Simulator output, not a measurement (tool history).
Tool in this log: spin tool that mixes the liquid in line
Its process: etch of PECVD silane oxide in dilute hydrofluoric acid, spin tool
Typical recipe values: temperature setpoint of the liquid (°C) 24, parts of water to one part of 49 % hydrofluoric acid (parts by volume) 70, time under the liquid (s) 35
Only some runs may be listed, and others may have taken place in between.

run	hour	temperature setpoint of the liquid (°C)	parts of water to one part of 49 % hydrofluoric acid (parts by volume)	time under the liquid (s)	read-back film thickness of the PECVD silane oxide reference wafer, read on the same gauge (nm)	thickness taken off the PECVD silane oxide on a monitor wafer (angstrom)
1	0	24	70	35	70	150.1
2	52.1	24	70	35	70	150.6
3	110.4	24	70	35	69.97	149.9
4	169.2	24	70	35	69.99	150.1
5	208.8	24	70	35	70.01	149.8
6	271.1	24	70	50	70	215.1
7	321.3	22.5	70	35	69.98	140.2
8	364.7	22.5	70	35	70	141.2
9	436.5	26	70	35	69.99	164.1
# hour 472.7: thermometer replaced
10	492.6	24	95	35	70.03	113.1
11	522.5	24	70	35	69.98	159.6
12	565.8	24	70	20	70.04	91
13	634.1	24	35	20	70.01	191.5
# hour 658.5: gauge calibrated
14	694.4	21.5	55	35	70	184.3
# hour 750.2: hydrofluoric acid flow meter replaced
15	757.8	21	80	45	69.99	147.8
16	829.6	20.5	70	35	70.03	130
17	892.5	24	70	20	69.96	85.3
18	921.3	19.5	70	40	70.01	141.2
19	974	19.5	70	25	69.97	88.4

What if the next run were any one of these 4? Each begins from the tool's condition after run 19:
A	974.4	24	70	25	?	?
B	974.4	19	105	55	?	?
C	974.4	27	50	20	?	?
D	974.4	28.5	70	45	?	?

run	read-back film thickness of the PECVD silane oxide reference wafer, read on the same gauge (nm)	thickness taken off the PECVD silane oxide on a monitor wafer (angstrom)
A	69.97	107.5
B	69.97	123.3
C	69.97	139.6
D	69.97	231.7
Stripped of hidden state, with their random variation kept, the same runs would have yielded:
run	thickness taken off the PECVD silane oxide on a monitor wafer (angstrom)
A	108.7
B	124.7
C	141.2
D	233.9
